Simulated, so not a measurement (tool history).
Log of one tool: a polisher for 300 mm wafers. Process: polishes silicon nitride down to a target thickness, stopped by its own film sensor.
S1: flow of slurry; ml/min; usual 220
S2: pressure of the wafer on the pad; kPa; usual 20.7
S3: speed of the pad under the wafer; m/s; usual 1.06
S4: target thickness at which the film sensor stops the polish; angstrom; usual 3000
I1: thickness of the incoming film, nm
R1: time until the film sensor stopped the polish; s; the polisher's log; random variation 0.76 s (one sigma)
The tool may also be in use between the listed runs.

| run | hour | S1 | S2 | S3 | S4 | I1 | R1 |
|---|---|---|---|---|---|---|---|
| 1 | 0 | 220 | 20.7 | 1.06 | 2850 | 391.6 | 85.3 |
| 2 | 15.8 | 220 | 20.7 | 1.06 | 2850 | 392.9 | 87.5 |
|  | 24.7 | worn pad replaced by a new one |
| 3 | 49.5 | 220 | 20.7 | 1.06 | 3000 | 404.8 | 86.7 |
| 4 | 72.9 | 220 | 20.7 | 1.06 | 3000 | 401.5 | 84.3 |
| 5 | 106.2 | 220 | 20.7 | 1.06 | 3000 | 402.3 | 85.2 |
|  | 151.1 | worn pad replaced by a new one |
| 6 | 204.8 | 220 | 20.7 | 1.06 | 3000 | 391.6 | 76.5 |
|  | 229.4 | head pressure recalibrated |
|  | 243.6 | slurry nozzle cleaned |
|  | 253.7 | worn pad replaced by a new one |
| 7 | 311.1 | 220 | 20.7 | 1.06 | 3000 | 406.3 | 86.2 |
| 8 | 329.2 | 220 | 20.7 | 1.06 | 3000 | 406.2 | 85.7 |
|  | 364.9 | worn pad replaced by a new one |
| 9 | 365.4 | 220 | 20.7 | 1.06 | 3000 | 395.6 | 77.8 |
| 10 | 383.2 | 220 | 20.7 | 1.06 | 3000 | 396.5 | 77.8 |
| 11 | 400.6 | 220 | 20.7 | 1.06 | 3240 | 396.7 | 58.9 |
| 12 | 424.5 | 280 | 20.7 | 0.72 | 2690 | 392.7 | 133.4 |
| 13 | 437.4 | 220 | 15.2 | 1.06 | 3000 | 391.4 | 101.2 |
| 14 | 450.5 | 220 | 20.7 | 0.88 | 3000 | 404.5 | 98.6 |
| 15 | 478.8 | 250 | 20.7 | 0.78 | 2890 | 406.1 | 120.1 |
|  | 484 | worn pad replaced by a new one |
| 16 | 513.2 | 270 | 26.2 | 0.86 | 2680 | 399.4 | 98.3 |
| 17 | 544.6 | 285 | 24.8 | 0.86 | 3000 | 400.2 | 78.4 |
| 18 | 569.2 | 220 | 20.7 | 1.06 | 3000 | 404 | 85.8 |

Forecast each of these 4 alternatives for the next run:
| A | 569.6 | 250 | 20.7 | 1.06 | 3000 | 396.2 | ? |
| B | 569.6 | 220 | 20.7 | 1.28 | 3000 | 396.2 | ? |
| C | 569.6 | 220 | 20.7 | 1.06 | 2860 | 396.2 | ? |
| D | 569.6 | 220 | 26.2 | 1.06 | 3000 | 396.2 | ? |

| run | R1 |
|---|---|
| A | 77.9 |
| B | 68.2 |
| C | 90.8 |
| D | 62.6 |
Without the tool's hidden state the same runs would have given:
| run | R1 |
|---|---|
| A | 76.3 |
| B | 66.6 |
| C | 88.7 |
| D | 61.1 |
